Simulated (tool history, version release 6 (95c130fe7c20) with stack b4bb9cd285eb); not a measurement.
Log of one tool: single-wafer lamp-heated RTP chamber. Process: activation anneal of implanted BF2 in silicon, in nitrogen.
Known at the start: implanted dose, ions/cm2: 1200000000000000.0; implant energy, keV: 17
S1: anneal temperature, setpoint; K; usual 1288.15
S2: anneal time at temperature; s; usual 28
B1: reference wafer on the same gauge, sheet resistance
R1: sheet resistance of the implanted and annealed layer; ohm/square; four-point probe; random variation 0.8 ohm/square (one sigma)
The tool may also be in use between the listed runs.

run	hour	S1	S2	B1	R1
1	0	1288.15	28	210.11	172.18
2	14.4	1288.15	28	210.63	172.08
3	27.2	1288.15	28	209.92	171.25
4	42.3	1288.15	28	210.04	169.92
5	50.9	1288.15	28	209.7	170.86
6	60.2	1288.15	28	210.26	170.87
7	71.9	1310.15	20	209.6	158.56
8	83.1	1310.15	20	210.06	158.83
9	95.2	1304.15	39	210.28	147.38
10	105	1277.15	28	209.76	179.89
11	113.8	1277.15	28	209.46	181.99
12	127.4	1288.15	28	209.8	165.47
13	143.8	1288.15	28	209.64	166.82
14	158.8	1288.15	28	210.3	164.69
# hour 170.9: pyrometer window cleaned and pyrometer calibrated
# hour 176.3: reflector plate cleaned
15	176.8	1288.15	28	210.35	176.06
16	180.7	1288.15	28	209.93	174.94
# hour 206.2: gauge calibrated
17	207.2	1288.15	28	209.9	173.76
18	219	1288.15	28	209.55	175.15
19	235.2	1310.15	16	209.78	168.84
20	277.9	1260.15	43	210.17	203.19
21	286.5	1288.15	28	209.73	173.71
22	297.6	1288.15	28	209.9	173.14
23	310.3	1258.15	41	210.19	209.18
24	328	1288.15	44	209.82	158.37
25	340.8	1288.15	28	210.25	170.94
# hour 352.6: reflector plate cleaned
26	353.1	1261.15	12	210.08	246.41
27	362.6	1271.15	28	210.31	194.63
28	373.6	1263.15	41	210.63	193.7
29	380.9	1267.15	43	209.63	186.11
30	395.9	1269.15	21	210.09	209.63
31	407.1	1288.15	28	210.16	168.48
32	413.4	1313.15	18	210.03	158.15
# hour 432: pyrometer window cleaned and pyrometer calibrated
33	432.5	1272.15	40	209.9	186.94
34	442.6	1288.15	28	210.09	175.37
35	453.7	1267.15	28	210.11	210.86
36	471.7	1278.15	33	210.15	182.48

Hidden state or all else? Some run-to-run changes of R1, split into what the settings, what came in and random variation would give without the hidden state, and what is left for the hidden state (with any gauge scatter that isn't in both results):
The hidden state here: true wafer temperature minus pyrometer reading, K; wafer temperature error from the tarnished reflector plate, K; gauge reads high (%).
Run 9 -> 10: S1 1304.15 -> 1277.15, S2 39 -> 28. R1 +32.51 ohm/square: hidden state -6.03, all else +38.54.
Run 14 -> 15: pyrometer window cleaned and pyrometer calibrated, reflector plate cleaned. R1 +11.37 ohm/square: hidden state +10.31, all else +1.06.
Run 23 -> 24: S1 1258.15 -> 1288.15, S2 41 -> 44. R1 -50.81 ohm/square: hidden state +1.3, all else -52.11.
Run 25 -> 26: S1 1288.15 -> 1261.15, S2 28 -> 12, reflector plate cleaned. R1 +75.47 ohm/square: hidden state -2.47, all else +77.94.
Run 26 -> 27: S1 1261.15 -> 1271.15, S2 12 -> 28. R1 -51.78 ohm/square: hidden state -0.65, all else -51.13.
Run 32 -> 33: S1 1313.15 -> 1272.15, S2 18 -> 40, pyrometer window cleaned and pyrometer calibrated. R1 +28.79 ohm/square: hidden state +5.32, all else +23.47.
